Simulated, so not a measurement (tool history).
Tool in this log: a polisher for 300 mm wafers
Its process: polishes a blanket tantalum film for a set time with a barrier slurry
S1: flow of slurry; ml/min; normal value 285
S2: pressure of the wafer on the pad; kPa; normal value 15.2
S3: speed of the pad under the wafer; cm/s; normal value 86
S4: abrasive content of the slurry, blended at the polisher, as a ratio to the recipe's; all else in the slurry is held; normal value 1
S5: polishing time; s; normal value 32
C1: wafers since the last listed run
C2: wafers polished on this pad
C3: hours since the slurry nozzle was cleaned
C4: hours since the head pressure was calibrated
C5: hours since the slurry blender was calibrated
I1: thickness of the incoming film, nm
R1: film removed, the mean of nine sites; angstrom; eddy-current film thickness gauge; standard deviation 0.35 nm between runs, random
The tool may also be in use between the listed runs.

run	hour	S1	S2	S3	S4	S5	C1	C2	C3	C4	C5	I1	R1
1	0	285	15.2	86	1	29	0	380	97	526.4	72	408.1	465
2	24.8	260	15.2	86	0.85	32	337	718	121.8	551.2	96.8	412.8	497
3	59.2	285	15.2	86	1	32	468	1187	156.2	585.6	131.2	416.5	527
# hour 84: worn pad replaced by a new one
4	85.7	285	11.7	86	1	32	306	22	182.7	612.1	157.7	406.5	408
5	102.8	285	11.7	86	1	32	233	255	199.8	629.2	174.8	410.3	415
6	130.3	285	11.7	86	1	32	374	630	227.3	656.7	202.3	412.1	408
7	162.8	285	15.2	86	1	32	442	1073	259.8	689.2	234.8	409.5	533
8	175.7	285	15.2	86	1	32	175	1249	272.7	702.1	247.7	410.2	533
# hour 201.3: worn pad replaced by a new one
9	206.7	325	15.2	86	0.9	35	367	73	303.7	733.1	278.7	411.1	580
# hour 223.2: slurry nozzle cleaned
# hour 260.8: slurry blender recalibrated
# hour 267.2: head pressure recalibrated
10	281.8	285	15.2	78	1	32	955	1028	58.6	14.6	21	412.5	445
# hour 318.4: worn pad replaced by a new one
11	318.9	285	15.2	114	1	32	451	6	95.7	51.7	58.1	410.9	661
12	349.6	230	15.2	86	1	32	418	425	126.4	82.4	88.8	410	491
13	365.3	285	15.2	86	0.75	39	213	638	142.1	98.1	104.5	414.2	554
14	396.9	285	17.9	112	0.9	32	430	1069	173.7	129.7	136.1	408.3	735
15	417.5	285	15.2	86	1	32	280	1350	194.3	150.3	156.7	413.3	499
# hour 430.4: worn pad replaced by a new one
16	431.2	285	18.6	68	1	27	132	11	208	164	170.4	410.2	407

What differs in the tool's unlogged condition from the final listed run ahead of each entry between runs to the first listed run following it?
After run 3, before run 4: worn pad replaced by a new one (hour 84)
  deviation of the head's pressure from its setpoint, %: 5.54 -> 6.1
  what was measured, less what the result would be without the hidden state, R1: +28 -> +24 angstrom
After run 8, before run 9: worn pad replaced by a new one (hour 201.3)
  deviation of the head's pressure from its setpoint, %: 8.17 -> 8.95
  what was measured, less what the result would be without the hidden state, R1: +40 -> +47 angstrom
After run 9, before run 10: slurry nozzle cleaned (hour 223.2); slurry blender recalibrated (hour 260.8); head pressure recalibrated (hour 267.2)
  deviation of the head's pressure from its setpoint, %: 8.95 -> -0.365
  what was measured, less what the result would be without the hidden state, R1: +47 -> -1 angstrom
After run 10, before run 11: worn pad replaced by a new one (hour 318.4)
  deviation of the head's pressure from its setpoint, %: -0.365 -> -0.321
  what was measured, less what the result would be without the hidden state, R1: -1 -> -2 angstrom
After run 15, before run 16: worn pad replaced by a new one (hour 430.4)
  deviation of the head's pressure from its setpoint, %: 0.0275 -> 0.103
  what was measured, less what the result would be without the hidden state, R1: +0 -> +0 angstrom
